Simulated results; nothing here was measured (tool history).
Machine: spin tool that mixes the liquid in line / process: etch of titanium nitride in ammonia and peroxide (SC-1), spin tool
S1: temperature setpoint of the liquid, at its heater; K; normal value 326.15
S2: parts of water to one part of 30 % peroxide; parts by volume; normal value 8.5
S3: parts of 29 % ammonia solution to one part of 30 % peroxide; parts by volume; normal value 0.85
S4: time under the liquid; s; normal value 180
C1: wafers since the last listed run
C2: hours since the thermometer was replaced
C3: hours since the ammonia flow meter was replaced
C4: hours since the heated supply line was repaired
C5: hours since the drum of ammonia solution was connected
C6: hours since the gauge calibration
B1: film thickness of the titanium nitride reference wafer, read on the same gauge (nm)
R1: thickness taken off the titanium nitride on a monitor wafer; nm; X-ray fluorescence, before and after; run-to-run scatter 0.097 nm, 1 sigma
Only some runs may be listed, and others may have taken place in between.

| run | day | S1 | S2 | S3 | S4 | C1 | C2 | C3 | C4 | C5 | C6 | B1 | R1 |
|---|---|---|---|---|---|---|---|---|---|---|---|---|---|
| 1 | 0.000 | 328.65 | 8.5 | 0.85 | 180 | 0 | 854.2 | 1062.7 | 1625.2 | 94.3 | 2922.0 | 40.04 | 12.81 |
|  | 3.242 | gauge calibrated |
|  | 3.375 | thermometer replaced |
| 2 | 7.529 | 328.65 | 8.5 | 0.85 | 180 | 1856 | 99.7 | 1243.4 | 1805.9 | 275.0 | 102.9 | 39.98 | 13.88 |
| 3 | 10.429 | 330.15 | 8.5 | 0.85 | 180 | 718 | 169.3 | 1313.0 | 1875.5 | 344.6 | 172.5 | 39.99 | 15.50 |
| 4 | 13.950 | 330.15 | 8.5 | 0.85 | 180 | 872 | 253.8 | 1397.5 | 1960.0 | 429.1 | 257.0 | 39.96 | 15.51 |
| 5 | 17.021 | 326.15 | 8.5 | 0.85 | 100 | 761 | 327.5 | 1471.2 | 2033.7 | 502.8 | 330.7 | 39.97 | 6.60 |
| 6 | 20.575 | 326.15 | 8.5 | 0.85 | 180 | 881 | 412.8 | 1556.5 | 2119.0 | 588.1 | 416.0 | 40.03 | 12.03 |
| 7 | 23.267 | 323.15 | 8.5 | 0.85 | 285 | 667 | 477.4 | 1621.1 | 2183.6 | 652.7 | 480.6 | 40.05 | 15.83 |
|  | 23.588 | new drum of ammonia solution connected |
| 8 | 27.246 | 317.15 | 8.5 | 0.60 | 180 | 976 | 572.9 | 1716.6 | 2279.1 | 87.8 | 576.1 | 40.02 | 6.23 |
|  | 28.133 | thermometer replaced, repeated, since the last time left the tool worse |
| 9 | 29.450 | 317.65 | 5.5 | 0.55 | 180 | 536 | 31.6 | 1769.5 | 2332.0 | 140.7 | 629.0 | 39.98 | 6.45 |
| 10 | 33.204 | 326.15 | 6.0 | 0.95 | 180 | 930 | 121.7 | 1859.6 | 2422.1 | 230.8 | 719.1 | 40.01 | 12.38 |
|  | 35.050 | ammonia flow meter replaced |
|  | 35.879 | heated supply line repaired |
| 11 | 36.762 | 323.65 | 10.5 | 0.85 | 180 | 861 | 207.1 | 41.1 | 21.2 | 316.2 | 804.5 | 39.98 | 7.80 |
| 12 | 39.296 | 326.15 | 8.5 | 0.85 | 180 | 628 | 267.9 | 101.9 | 82.0 | 377.0 | 865.3 | 40.01 | 10.23 |
| 13 | 41.758 | 326.15 | 8.5 | 0.85 | 180 | 610 | 327.0 | 161.0 | 141.1 | 436.1 | 924.4 | 40.03 | 10.25 |
| 14 | 44.438 | 326.15 | 8.5 | 0.85 | 145 | 664 | 391.3 | 225.3 | 205.4 | 500.4 | 988.7 | 39.99 | 8.26 |
| 15 | 47.575 | 326.15 | 5.5 | 0.85 | 180 | 777 | 466.6 | 300.6 | 280.7 | 575.7 | 1064.0 | 40.03 | 12.61 |
|  | 48.992 | new drum of ammonia solution connected |
| 16 | 51.754 | 326.15 | 8.5 | 0.85 | 180 | 1025 | 566.9 | 400.9 | 381.0 | 66.3 | 1164.3 | 39.98 | 10.70 |
| 17 | 62.075 | 321.65 | 5.5 | 0.65 | 125 | 2558 | 814.6 | 648.6 | 628.7 | 314.0 | 1412.0 | 39.98 | 6.47 |
| 18 | 66.512 | 316.65 | 5.5 | 0.85 | 140 | 1100 | 921.1 | 755.1 | 735.2 | 420.5 | 1518.5 | 40.03 | 5.29 |
| 19 | 68.925 | 322.65 | 8.5 | 0.95 | 180 | 598 | 979.0 | 813.0 | 793.1 | 478.4 | 1576.4 | 40.00 | 8.63 |
|  | 71.896 | thermometer replaced |
| 20 | 72.171 | 326.15 | 8.5 | 0.85 | 180 | 794 | 6.6 | 890.9 | 871.0 | 556.3 | 1654.3 | 40.03 | 10.07 |
| 21 | 73.892 | 322.65 | 11.5 | 0.85 | 180 | 426 | 47.9 | 932.2 | 912.3 | 597.6 | 1695.6 | 39.96 | 6.71 |
|  | 78.854 | new drum of ammonia solution connected |
| 22 | 81.283 | 334.15 | 7.0 | 1.10 | 100 | 1822 | 225.3 | 1109.6 | 1089.7 | 58.3 | 1873.0 | 40.00 | 10.96 |
| 23 | 83.342 | 336.15 | 8.5 | 0.85 | 135 | 510 | 274.7 | 1159.0 | 1139.1 | 107.7 | 1922.4 | 40.02 | 15.09 |

Per-run results on a tool with no hidden state, each run keeping its own random variation:
Hidden state present: liquid hotter than its thermometer reads (K); ammonia flow below the setpoint (%); temperature lost on the way to the wafer (K); ammonia solution weaker than its label (%); gauge reads high (%).
| run | R1 |
|---|---|
| 1 | 11.88 |
| 2 | 11.65 |
| 3 | 12.95 |
| 4 | 12.87 |
| 5 | 5.42 |
| 6 | 9.80 |
| 7 | 12.77 |
| 8 | 4.94 |
| 9 | 6.37 |
| 10 | 12.13 |
| 11 | 7.58 |
| 12 | 9.89 |
| 13 | 9.87 |
| 14 | 7.90 |
| 15 | 11.99 |
| 16 | 10.08 |
| 17 | 5.95 |
| 18 | 4.81 |
| 19 | 7.83 |
| 20 | 10.00 |
| 21 | 6.64 |
| 22 | 10.69 |
| 23 | 14.66 |
